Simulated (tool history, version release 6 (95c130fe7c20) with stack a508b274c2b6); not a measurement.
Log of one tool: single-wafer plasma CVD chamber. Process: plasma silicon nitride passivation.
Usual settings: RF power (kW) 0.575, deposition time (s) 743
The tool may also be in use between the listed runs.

run	hour	RF power (kW)	deposition time (s)	read-back reference wafer on the same gauge, thickness_nm	mean film thickness on the monitor wafer (angstrom)
1	0.0	0.635	659	829.852	9422.08
2	10.9	0.635	659	830.158	9421.53
3	27.2	0.635	659	830.114	9456.61
4	35.0	0.575	743	829.467	10286.26
5	49.2	0.575	743	830.146	10281.54
6	56.2	0.575	743	829.843	10218.10
7	70.5	0.550	743	829.815	10139.77
8	98.7	0.550	743	829.711	10119.66
9	114.8	0.550	743	829.942	10152.17
10	122.8	0.575	743	830.091	10231.81
11	133.3	0.575	674	830.008	9333.62
12	171.4	0.540	743	830.588	10108.77
13	186.5	0.540	743	830.102	10089.00
14	194.9	0.575	660	829.888	9145.12
# hour 227.0: gauge calibrated
15	247.6	0.545	873	829.911	11864.52
# hour 259.3: showerhead replaced
16	259.8	0.480	619	829.925	8040.30
17	272.6	0.460	743	830.339	9541.97
18	325.7	0.575	671	830.095	9294.35
19	339.8	0.495	656	830.122	8648.16
# hour 351.3: RF generator calibrated
20	351.8	0.645	691	829.701	9892.98
21	365.8	0.480	619	830.417	8058.75
22	376.6	0.475	870	830.373	11300.02
23	393.7	0.635	659	829.468	9427.43
24	411.4	0.610	606	829.860	8536.98
25	426.8	0.470	832	830.235	10778.89
26	440.9	0.530	815	830.440	11017.30
27	455.2	0.675	791	830.104	11515.06
28	461.5	0.575	743	829.793	10223.49
29	475.9	0.680	652	830.152	9510.21

Forecast each of these 3 alternatives for the next run:
A	476.5	0.575	617	?	?
B	476.5	0.680	625	?	?
C	476.5	0.545	664	?	?

run	read-back reference wafer on the same gauge, thickness_nm	mean film thickness on the monitor wafer (angstrom)
A	830.066	8541.53
B	830.066	9128.65
C	830.066	9034.95
Without the tool's hidden state the same runs would have given:
run	mean film thickness on the monitor wafer (angstrom)
A	8541.53
B	9128.65
C	9034.95

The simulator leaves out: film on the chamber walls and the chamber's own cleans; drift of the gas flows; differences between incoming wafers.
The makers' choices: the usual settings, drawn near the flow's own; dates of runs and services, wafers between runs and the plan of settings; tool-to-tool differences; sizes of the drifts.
